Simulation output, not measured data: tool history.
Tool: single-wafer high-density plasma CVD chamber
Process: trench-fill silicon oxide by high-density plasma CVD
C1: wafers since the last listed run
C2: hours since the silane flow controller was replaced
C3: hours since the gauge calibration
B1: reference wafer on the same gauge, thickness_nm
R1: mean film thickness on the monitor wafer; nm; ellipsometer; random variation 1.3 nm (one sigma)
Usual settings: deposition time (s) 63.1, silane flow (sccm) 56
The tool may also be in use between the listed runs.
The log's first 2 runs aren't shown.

{"run": 3, "hour": 186.6, "deposition time (s)": 60.3, "silane flow (sccm)": 49, "C1": 1123, "C2": 1059.7, "C3": 745.5, "B1": 339.174, "R1": 328.525}
{"run": 4, "hour": 230.6, "deposition time (s)": 58.6, "silane flow (sccm)": 63, "C1": 800, "C2": 1103.7, "C3": 789.5, "B1": 338.972, "R1": 391.069}
{"run": 5, "hour": 443.4, "deposition time (s)": 58.6, "silane flow (sccm)": 63, "C1": 3869, "C2": 1316.5, "C3": 1002.3, "B1": 338.984, "R1": 390.567}
{"run": 6, "hour": 467.4, "deposition time (s)": 63.1, "silane flow (sccm)": 56, "C1": 436, "C2": 1340.5, "C3": 1026.3, "B1": 338.655, "R1": 379.475}
{"run": 7, "hour": 526.6, "deposition time (s)": 63.1, "silane flow (sccm)": 56, "C1": 1076, "C2": 1399.7, "C3": 1085.5, "B1": 338.94, "R1": 382.213}
{"run": 8, "hour": 587.3, "deposition time (s)": 63.1, "silane flow (sccm)": 56, "C1": 1103, "C2": 1460.4, "C3": 1146.2, "B1": 339.082, "R1": 380.065}
{"hour": 614.6, "done": "gauge calibrated"}
{"run": 9, "hour": 625.6, "deposition time (s)": 63.1, "silane flow (sccm)": 50, "C1": 696, "C2": 1498.7, "C3": 11.0, "B1": 339.068, "R1": 347.795}
{"run": 10, "hour": 688.1, "deposition time (s)": 63.1, "silane flow (sccm)": 56, "C1": 1136, "C2": 1561.2, "C3": 73.5, "B1": 338.939, "R1": 380.036}
{"run": 11, "hour": 738.4, "deposition time (s)": 63.1, "silane flow (sccm)": 56, "C1": 914, "C2": 1611.5, "C3": 123.8, "B1": 338.785, "R1": 381.167}
{"run": 12, "hour": 808.8, "deposition time (s)": 63.1, "silane flow (sccm)": 56, "C1": 1280, "C2": 1681.9, "C3": 194.2, "B1": 338.759, "R1": 380.467}
{"run": 13, "hour": 876.2, "deposition time (s)": 70.3, "silane flow (sccm)": 56, "C1": 1225, "C2": 1749.3, "C3": 261.6, "B1": 338.763, "R1": 424.014}
{"run": 14, "hour": 908.9, "deposition time (s)": 70.6, "silane flow (sccm)": 56, "C1": 594, "C2": 1782.0, "C3": 294.3, "B1": 338.776, "R1": 424.31}
{"run": 15, "hour": 945.5, "deposition time (s)": 70.6, "silane flow (sccm)": 56, "C1": 665, "C2": 1818.6, "C3": 330.9, "B1": 339.063, "R1": 426.076}
{"run": 16, "hour": 998.6, "deposition time (s)": 66.5, "silane flow (sccm)": 58, "C1": 965, "C2": 1871.7, "C3": 384.0, "B1": 339.137, "R1": 409.868}
{"run": 17, "hour": 1026.4, "deposition time (s)": 66.5, "silane flow (sccm)": 58, "C1": 505, "C2": 1899.5, "C3": 411.8, "B1": 339.085, "R1": 412.039}
{"run": 18, "hour": 1157.0, "deposition time (s)": 58.6, "silane flow (sccm)": 63, "C1": 2374, "C2": 2030.1, "C3": 542.4, "B1": 338.836, "R1": 389.666}
{"run": 19, "hour": 1201.4, "deposition time (s)": 63.1, "silane flow (sccm)": 56, "C1": 807, "C2": 2074.5, "C3": 586.8, "B1": 338.966, "R1": 377.622}
{"run": 20, "hour": 1250.9, "deposition time (s)": 58.7, "silane flow (sccm)": 65, "C1": 900, "C2": 2124.0, "C3": 636.3, "B1": 339.166, "R1": 399.647}
{"run": 21, "hour": 1322.9, "deposition time (s)": 55.8, "silane flow (sccm)": 46, "C1": 1309, "C2": 2196.0, "C3": 708.3, "B1": 338.752, "R1": 286.817}
{"run": 22, "hour": 1372.0, "deposition time (s)": 63.1, "silane flow (sccm)": 65, "C1": 892, "C2": 2245.1, "C3": 757.4, "B1": 339.129, "R1": 429.16}

Forecast run 23:
{"run": 23, "hour": 1407.3, "deposition time (s)": 63.1, "silane flow (sccm)": 56, "C1": 641, "C2": 2280.4, "C3": 792.7, "B1": "?", "R1": "?"}

Run 23 gave B1 339.154, R1 380.659 nm.
Without the tool's hidden state the same run would have given R1 388.217 nm.
